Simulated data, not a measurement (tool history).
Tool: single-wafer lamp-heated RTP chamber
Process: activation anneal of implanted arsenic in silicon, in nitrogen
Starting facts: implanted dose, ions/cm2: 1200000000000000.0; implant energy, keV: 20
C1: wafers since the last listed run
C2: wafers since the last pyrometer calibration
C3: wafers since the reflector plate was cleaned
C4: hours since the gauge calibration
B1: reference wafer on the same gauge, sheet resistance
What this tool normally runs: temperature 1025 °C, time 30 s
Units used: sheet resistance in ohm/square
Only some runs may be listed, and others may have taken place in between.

{"run": 1, "hour": 0.0, "temperature": 1025, "time": 24, "C1": 0, "C2": 4246, "C3": 4651, "C4": 628.4, "B1": 115.9, "sheet resistance": 106.57}
{"hour": 46.8, "done": "reflector plate cleaned"}
{"run": 2, "hour": 59.6, "temperature": 1011, "time": 30, "C1": 687, "C2": 4933, "C3": 170, "C4": 688.0, "B1": 116.11, "sheet resistance": 108.98}
{"run": 3, "hour": 99.2, "temperature": 1011, "time": 30, "C1": 527, "C2": 5461, "C3": 698, "C4": 727.6, "B1": 115.79, "sheet resistance": 109.07}
{"run": 4, "hour": 136.1, "temperature": 1038, "time": 30, "C1": 491, "C2": 5953, "C3": 1190, "C4": 764.5, "B1": 115.9, "sheet resistance": 101.07}
{"hour": 163.6, "done": "pyrometer window cleaned and pyrometer calibrated"}
{"run": 5, "hour": 177.3, "temperature": 1025, "time": 19, "C1": 442, "C2": 182, "C3": 1632, "C4": 805.7, "B1": 115.89, "sheet resistance": 111.54}
{"hour": 230.9, "done": "gauge calibrated"}
{"run": 6, "hour": 280.6, "temperature": 1032, "time": 20, "C1": 1376, "C2": 1559, "C3": 3009, "C4": 49.7, "B1": 115.95, "sheet resistance": 108.96}
{"run": 7, "hour": 344.3, "temperature": 1032, "time": 20, "C1": 849, "C2": 2408, "C3": 3858, "C4": 113.4, "B1": 116.11, "sheet resistance": 107.19}
{"run": 8, "hour": 425.4, "temperature": 1032, "time": 20, "C1": 1080, "C2": 3489, "C3": 4939, "C4": 194.5, "B1": 116.11, "sheet resistance": 107.3}
{"hour": 505.7, "done": "reflector plate cleaned"}
{"hour": 741.1, "done": "pyrometer window cleaned and pyrometer calibrated"}
{"run": 9, "hour": 741.6, "temperature": 1039, "time": 30, "C1": 4001, "C2": 6, "C3": 3038, "C4": 510.7, "B1": 116.0, "sheet resistance": 101.68}
{"run": 10, "hour": 806.3, "temperature": 1039, "time": 30, "C1": 862, "C2": 868, "C3": 3900, "C4": 575.4, "B1": 115.87, "sheet resistance": 101.96}
{"run": 11, "hour": 901.0, "temperature": 1025, "time": 30, "C1": 1262, "C2": 2131, "C3": 5162, "C4": 670.1, "B1": 115.98, "sheet resistance": 103.52}
{"hour": 938.5, "done": "reflector plate cleaned"}
{"run": 12, "hour": 964.1, "temperature": 1025, "time": 30, "C1": 734, "C2": 2865, "C3": 341, "C4": 733.2, "B1": 116.01, "sheet resistance": 105.88}
{"run": 13, "hour": 1033.3, "temperature": 1010, "time": 24, "C1": 922, "C2": 3787, "C3": 1263, "C4": 802.4, "B1": 115.9, "sheet resistance": 112.61}
{"hour": 1065.6, "done": "gauge calibrated"}
{"run": 14, "hour": 1072.9, "temperature": 1000, "time": 30, "C1": 527, "C2": 4315, "C3": 1791, "C4": 7.3, "B1": 116.09, "sheet resistance": 111.72}
{"run": 15, "hour": 1123.9, "temperature": 1025, "time": 30, "C1": 679, "C2": 4995, "C3": 2471, "C4": 58.3, "B1": 115.92, "sheet resistance": 104.11}
{"run": 16, "hour": 1190.7, "temperature": 1051, "time": 15, "C1": 890, "C2": 5885, "C3": 3361, "C4": 125.1, "B1": 115.96, "sheet resistance": 104.85}
{"hour": 1240.7, "done": "pyrometer window cleaned and pyrometer calibrated"}
{"run": 17, "hour": 1264.4, "temperature": 1048, "time": 20, "C1": 875, "C2": 315, "C3": 4237, "C4": 198.8, "B1": 116.05, "sheet resistance": 103.26}
{"run": 18, "hour": 1339.7, "temperature": 1046, "time": 30, "C1": 1003, "C2": 1318, "C3": 5241, "C4": 274.1, "B1": 116.23, "sheet resistance": 99.12}
{"run": 19, "hour": 1435.8, "temperature": 1010, "time": 20, "C1": 1280, "C2": 2599, "C3": 6522, "C4": 370.2, "B1": 116.13, "sheet resistance": 113.2}
{"hour": 1452.1, "done": "reflector plate cleaned"}
{"run": 20, "hour": 1512.2, "temperature": 1025, "time": 30, "C1": 911, "C2": 3511, "C3": 800, "C4": 446.6, "B1": 116.15, "sheet resistance": 105.65}
{"run": 21, "hour": 1558.8, "temperature": 1003, "time": 30, "C1": 621, "C2": 4132, "C3": 1421, "C4": 493.2, "B1": 116.08, "sheet resistance": 111.59}

What if the next run were any one of these 4? Each begins from the tool's condition after run 21:
{"run": "A", "hour": 1559.2, "temperature": 1025, "time": 30, "C1": 5, "C2": 4138, "C3": 1427, "C4": 493.6, "B1": "?", "sheet resistance": "?"}
{"run": "B", "hour": 1559.2, "temperature": 1015, "time": 45, "C1": 5, "C2": 4138, "C3": 1427, "C4": 493.6, "B1": "?", "sheet resistance": "?"}
{"run": "C", "hour": 1559.2, "temperature": 1010, "time": 14, "C1": 5, "C2": 4138, "C3": 1427, "C4": 493.6, "B1": "?", "sheet resistance": "?"}
{"run": "D", "hour": 1559.2, "temperature": 1033, "time": 15, "C1": 5, "C2": 4138, "C3": 1427, "C4": 493.6, "B1": "?", "sheet resistance": "?"}

run=A B1=115.93 sheet_resistance=104.40
run=B B1=115.93 sheet_resistance=102.54
run=C B1=115.93 sheet_resistance=117.89
run=D B1=115.93 sheet_resistance=110.25
Take away the tool's hidden state, keep each run's random variation, and the runs would have read:
run=A sheet_resistance=106.59
run=B sheet_resistance=104.83
run=C sheet_resistance=120.63
run=D sheet_resistance=112.49
